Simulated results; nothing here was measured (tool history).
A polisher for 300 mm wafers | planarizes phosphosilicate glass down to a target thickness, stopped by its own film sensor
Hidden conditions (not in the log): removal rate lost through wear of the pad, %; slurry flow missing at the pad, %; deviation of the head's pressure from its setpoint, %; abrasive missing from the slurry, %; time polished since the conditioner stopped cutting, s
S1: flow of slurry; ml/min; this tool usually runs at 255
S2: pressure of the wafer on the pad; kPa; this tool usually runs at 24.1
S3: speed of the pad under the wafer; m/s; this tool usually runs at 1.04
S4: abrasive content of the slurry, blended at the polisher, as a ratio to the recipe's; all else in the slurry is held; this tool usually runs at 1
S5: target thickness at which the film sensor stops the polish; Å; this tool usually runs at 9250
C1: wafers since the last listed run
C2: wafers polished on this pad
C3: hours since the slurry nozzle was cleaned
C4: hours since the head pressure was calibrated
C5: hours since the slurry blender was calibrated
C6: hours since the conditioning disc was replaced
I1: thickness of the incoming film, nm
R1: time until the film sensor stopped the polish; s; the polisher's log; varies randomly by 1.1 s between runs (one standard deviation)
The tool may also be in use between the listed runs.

run	hour	S1	S2	S3	S4	S5	C1	C2	C3	C4	C5	C6	I1	R1
1	0	255	24.1	1.04	1	9250	0	920	440.6	1210.9	68.1	316	1837.9	104.3
2	30.8	255	24.1	1.04	1	9250	235	1156	471.4	1241.7	98.9	346.8	1850.9	109.1
# hour 39.2: worn pad replaced by a new one
3	56.2	255	24.1	1.04	1	9250	163	130	496.8	1267.1	124.3	372.2	1845.7	103.2
4	72.7	255	24.1	1.04	1	9250	126	256	513.3	1283.6	140.8	388.7	1882.5	108.6
5	93.1	215	24.1	1.04	1	9250	156	412	533.7	1304	161.2	409.1	1842.2	110.4
6	123.2	215	24.1	1.04	1	9250	230	642	563.8	1334.1	191.3	439.2	1850.8	112.5
7	146.9	255	24.1	1.04	1	9250	181	824	587.5	1357.8	215	462.9	1855.7	112.9
8	178.2	255	24.1	1.04	1	9250	239	1063	618.8	1389.1	246.3	494.2	1895	118.9
# hour 204.9: conditioning disc replaced and pad reconditioned
9	205.4	255	24.1	1.04	1	9250	192	1256	646	1416.3	273.5	0.5	1868.8	119.9
# hour 209.5: slurry nozzle cleaned
# hour 211.9: worn pad replaced by a new one
10	233	255	24.1	1.04	1	9250	185	161	23.5	1443.9	301.1	28.1	1862.8	105.8
11	264	255	24.1	1.04	1	9250	237	398	54.5	1474.9	332.1	59.1	1872.7	111.1

What does the tool deliver on the next run?
12	284.9	255	27.6	1.04	1	9250	159	558	75.4	1495.8	353	80	1880.6	?

{"run 12": {"R1": 98.9}}
With the hidden condition absent and the run-to-run variation left alone, this run would have shown R1 84 s.
